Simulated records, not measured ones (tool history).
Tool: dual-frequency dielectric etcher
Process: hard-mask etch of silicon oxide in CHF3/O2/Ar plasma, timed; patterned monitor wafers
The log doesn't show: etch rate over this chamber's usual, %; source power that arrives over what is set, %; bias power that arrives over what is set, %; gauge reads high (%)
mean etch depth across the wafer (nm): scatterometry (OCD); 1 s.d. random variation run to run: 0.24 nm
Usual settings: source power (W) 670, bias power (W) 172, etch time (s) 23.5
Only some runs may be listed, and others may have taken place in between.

run	day	source power (W)	bias power (W)	etch time (s)	wafers since the last listed run	hours since the last wet clean	hours since the last source power generator calibration	hours since the last bias power generator calibration	hours since the last upper electrode change	hours since the gauge calibration	read-back reference wafer on the same gauge, depth_nm	mean etch depth across the wafer (nm)
1	0	700	172	23.5	0	129.7	1185.4	1628.1	5431.3	1350.3	56.97	52.01
2	1.788	670	172	23.5	436	172.6	1228.3	1671	5474.2	1393.2	57.09	50.93
3	4.175	670	172	23.5	582	229.9	1285.6	1728.3	5531.5	1450.5	56.95	50.91
4	5.588	670	172	23.5	344	263.8	1319.5	1762.2	5565.4	1484.4	56.98	51.33
5	6.983	670	172	23.5	340	297.3	1353	1795.7	5598.9	1517.9	57.01	50.87
6	9.546	530	172	23.5	625	358.8	1414.5	1857.2	5660.4	1579.4	57.05	45.04
# day 10.667: upper electrode replaced
7	11.096	670	172	19	134	396	1451.7	1894.4	10.3	1616.6	57.02	41.06
8	13.871	670	172	23.5	677	462.6	1518.3	1961	76.9	1683.2	57.19	50.35
# day 16.658: wet clean of the chamber
9	16.679	670	172	23.5	441	0.5	1585.7	2028.4	144.3	1750.6	56.96	50.84
10	18.392	730	159	29.5	418	41.6	1626.8	2069.5	185.4	1791.7	57.03	64.37
11	20.796	530	130	16.5	586	99.3	1684.5	2127.2	243.1	1849.4	56.98	28.64
12	23.788	820	214	16.5	730	171.1	1756.3	2199	314.9	1921.2	57.02	42.53
# day 24.788: source power generator calibrated
13	26.771	590	172	23.5	687	242.7	47.6	2270.6	386.5	1992.8	56.91	47.68
# day 29.908: bias power generator calibrated
14	31.796	790	147	25.5	1185	363.3	168.2	45.3	507.1	2113.4	56.97	55.93
15	33.192	720	201	28.5	340	396.8	201.7	78.8	540.6	2146.9	57	66.44
16	34.746	520	155	25.5	379	434.1	239	116.1	577.9	2184.2	57.14	46.5
17	38.35	670	172	23.5	879	520.6	325.5	202.6	664.4	2270.7	57	50.48
18	39.708	670	204	18.5	331	553.2	358.1	235.2	697	2303.3	56.85	42.13
# day 42.662: wet clean of the chamber
19	42.683	670	172	21.5	482	0.5	429.5	306.6	768.4	2374.7	57.15	46.11
# day 45.054: gauge calibrated
20	49.867	670	139	27.5	1753	172.9	601.9	479	940.8	115.5	56.96	54.38
# day 50.571: bias power generator calibrated, repeated, since the last time left the tool worse
21	52.683	670	186	21.5	646	240.5	669.5	50.7	1008.4	183.1	56.98	48.61
22	54.862	780	172	27	531	292.8	721.8	103	1060.7	235.4	56.98	63.42
23	57.775	670	172	23.5	710	362.7	791.7	172.9	1130.6	305.3	57.03	51.81

Run 24 comes next. What will it give?
24	59.462	580	140	20	411	403.2	832.2	213.4	1171.1	345.8	?	?

{"run 24": {"read-back reference wafer on the same gauge, depth_nm": 56.89, "mean etch depth across the wafer (nm)": 38}}
With no hidden state in the tool, this same run would have given mean etch depth across the wafer (nm) 38.06.

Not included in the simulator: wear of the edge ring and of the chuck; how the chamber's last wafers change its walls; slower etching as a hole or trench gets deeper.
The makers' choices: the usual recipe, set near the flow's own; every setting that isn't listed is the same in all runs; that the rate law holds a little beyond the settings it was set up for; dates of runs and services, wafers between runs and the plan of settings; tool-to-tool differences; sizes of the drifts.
